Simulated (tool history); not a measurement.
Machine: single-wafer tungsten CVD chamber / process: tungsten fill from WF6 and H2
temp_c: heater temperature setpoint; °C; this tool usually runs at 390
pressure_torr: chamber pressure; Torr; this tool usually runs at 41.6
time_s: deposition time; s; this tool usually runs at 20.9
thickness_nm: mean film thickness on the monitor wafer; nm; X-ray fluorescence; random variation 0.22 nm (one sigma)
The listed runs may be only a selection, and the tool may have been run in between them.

run	hour	temp_c	pressure_torr	time_s	wafers since the last listed run	hours since the last thermocouple change	hours since the last manometer calibration	hours since the showerhead was replaced	hours since the gauge calibration	read-back reference wafer on the same gauge, thickness_nm	thickness_nm
1	0.0	390	41.6	20.9	0	2801.5	1593.4	6324.1	233.3	64.049	54.164
2	24.7	390	41.6	20.9	825	2826.2	1618.1	6348.8	258.0	63.964	53.444
3	107.0	390	33.4	20.9	2751	2908.5	1700.4	6431.1	340.3	63.888	46.384
4	135.7	390	33.4	20.9	959	2937.2	1729.1	6459.8	369.0	64.035	46.449
5	161.1	390	33.4	20.9	849	2962.6	1754.5	6485.2	394.4	63.969	46.341
6	193.9	390	49.1	20.9	1096	2995.4	1787.3	6518.0	427.2	64.020	59.033
7	210.5	390	49.1	20.9	554	3012.0	1803.9	6534.6	443.8	63.991	59.127
# hour 226.4: showerhead replaced
8	236.7	384	41.6	20.9	608	3038.2	1830.1	10.3	470.0	63.954	47.619
9	270.9	390	33.4	20.9	1143	3072.4	1864.3	44.5	504.2	63.990	46.333
10	291.9	394	35.2	20.9	702	3093.4	1885.3	65.5	525.2	64.046	52.042
11	325.1	390	41.6	20.9	1109	3126.6	1918.5	98.7	558.4	64.067	53.434
# hour 332.5: gauge calibrated
# hour 344.3: thermocouple changed; heater temperature recalibrated
12	346.8	400	35.1	17.3	458	2.5	1940.2	120.4	14.3	63.913	54.743
# hour 355.0: capacitance manometer re-zeroed and calibrated
13	379.8	398	41.6	20.9	835	35.5	24.8	153.4	47.3	63.946	70.405
14	445.3	377	51.2	24.8	2189	101.0	90.3	218.9	112.8	64.054	62.929

Hidden state at the last listed run before each entry between runs and at the first one after, where it differs:
Runs 7 to 8: showerhead replaced (hour 226.4)
  wafer temperature above the value expected at the setpoint (K): -6.48 -> -6.49
  difference, measured minus the result without the unlogged condition, thickness_nm: -7.838 -> -6.472 nm
Runs 11 to 12: gauge calibrated (hour 332.5); thermocouple changed; heater temperature recalibrated (hour 344.3)
  wafer temperature above the value expected at the setpoint (K): -6.51 -> 0.413
  difference, measured minus the result without the unlogged condition, thickness_nm: -7.116 -> +0.401 nm
Runs 12 to 13: capacitance manometer re-zeroed and calibrated (hour 355.0)
  wafer temperature above the value expected at the setpoint (K): 0.413 -> 0.192
  difference, measured minus the result without the unlogged condition, thickness_nm: +0.401 -> +0.245 nm
